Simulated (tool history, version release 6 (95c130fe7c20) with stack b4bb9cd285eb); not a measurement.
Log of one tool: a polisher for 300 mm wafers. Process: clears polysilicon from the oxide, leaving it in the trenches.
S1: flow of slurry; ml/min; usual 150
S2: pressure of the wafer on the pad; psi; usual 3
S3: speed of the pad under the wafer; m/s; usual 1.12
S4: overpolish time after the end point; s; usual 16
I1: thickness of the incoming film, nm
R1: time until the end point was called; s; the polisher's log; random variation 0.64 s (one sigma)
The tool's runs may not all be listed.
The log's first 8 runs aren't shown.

run   hour   S1   S2    S3  S4     I1    R1
  9    105  150    3  1.12  16  637.8  43.9
 10    118  150    3  1.12  16  633.1  42.5
 11  129.3  150    3  1.12  16  638.2    44
     135.3  -- worn pad replaced by a new one
 12  139.3  150    3  1.12  16  645.8  41.6
 13  151.7  150    3  1.12  16    630  41.2
 14  160.1  150    3  1.12  16  648.6  43.3
 15  176.1  150    3  1.12  10  640.3  44.4
 16  192.4  150    3  1.12  10  638.4  44.9
     202.6  -- slurry nozzle cleaned
 17  205.8  175  2.7  1.12  16  645.5  44.2
 18    220  150    3  1.12  16  634.9  41.1
 19    232  175    3  1.34  10  635.8  33.2
     238.3  -- worn pad replaced by a new one
 20  248.4  150    3  1.12  16  629.1  38.1

The next listed run, before its measurement:
 21  258.5  120  3.4  1.4  11  640.9   ?

R1: 29 s
Without the tool's hidden state the same run would have given R1 28.4 s.
